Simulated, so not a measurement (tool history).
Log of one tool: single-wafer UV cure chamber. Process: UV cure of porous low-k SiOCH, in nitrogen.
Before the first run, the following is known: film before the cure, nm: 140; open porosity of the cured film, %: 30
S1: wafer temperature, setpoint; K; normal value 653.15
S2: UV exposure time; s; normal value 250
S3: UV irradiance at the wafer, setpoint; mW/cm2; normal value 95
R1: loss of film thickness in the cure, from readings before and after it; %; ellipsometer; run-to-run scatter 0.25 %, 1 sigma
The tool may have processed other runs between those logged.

| run | hour | S1 | S2 | S3 | R1 |
|---|---|---|---|---|---|
| 1 | 0 | 653.15 | 250 | 95 | 13.11 |
| 2 | 66.8 | 653.15 | 250 | 95 | 13.589 |
|  | 114.9 | quartz window cleaned |
| 3 | 117.8 | 653.15 | 250 | 95 | 13.514 |
| 4 | 196.4 | 653.15 | 250 | 95 | 13.996 |
| 5 | 277.7 | 642.15 | 250 | 95 | 13.268 |
| 6 | 335.5 | 653.15 | 250 | 95 | 13.891 |
| 7 | 431.9 | 653.15 | 250 | 95 | 13.686 |
| 8 | 539.2 | 666.15 | 205 | 95 | 12.687 |
| 9 | 581.9 | 666.15 | 205 | 95 | 12.584 |
|  | 653.5 | quartz window cleaned |
| 10 | 659.7 | 666.15 | 205 | 95 | 12.567 |
| 11 | 696.1 | 653.15 | 250 | 95 | 13.515 |
| 12 | 799.2 | 653.15 | 250 | 95 | 13.329 |
| 13 | 898.6 | 653.15 | 250 | 95 | 13.133 |
| 14 | 936.8 | 664.15 | 335 | 126 | 16.393 |
| 15 | 1021.7 | 653.15 | 205 | 79 | 11.418 |
| 16 | 1075.2 | 670.15 | 130 | 79 | 9.294 |
| 17 | 1132.7 | 658.15 | 310 | 95 | 14.289 |
|  | 1199.5 | quartz window cleaned |
| 18 | 1200 | 664.15 | 155 | 95 | 10.643 |
|  | 1309.3 | UV bulbs replaced |
| 19 | 1309.8 | 653.15 | 250 | 95 | 13.792 |
| 20 | 1404.6 | 647.15 | 370 | 127 | 16.999 |
| 21 | 1449.6 | 653.15 | 310 | 122 | 16.583 |
| 22 | 1649.7 | 647.15 | 385 | 115 | 16.969 |
| 23 | 1689.5 | 660.15 | 345 | 134 | 17.628 |
|  | 1714.9 | quartz window cleaned |
| 24 | 1786.1 | 653.15 | 250 | 95 | 13.929 |
| 25 | 1857 | 653.15 | 365 | 95 | 15.575 |

Here are 3 independent what-if runs from the current tool condition. What would each one return?
| A | 1857.5 | 653.15 | 250 | 95 | ? |
| B | 1857.5 | 653.15 | 250 | 121 | ? |
| C | 1857.5 | 669.15 | 250 | 111 | ? |

| run | R1 |
|---|---|
| A | 13.98 |
| B | 15.215 |
| C | 15.099 |
Take away the tool's hidden state, keep each run's random variation, and the runs would have read:
| run | R1 |
|---|---|
| A | 14.328 |
| B | 15.57 |
| C | 15.454 |

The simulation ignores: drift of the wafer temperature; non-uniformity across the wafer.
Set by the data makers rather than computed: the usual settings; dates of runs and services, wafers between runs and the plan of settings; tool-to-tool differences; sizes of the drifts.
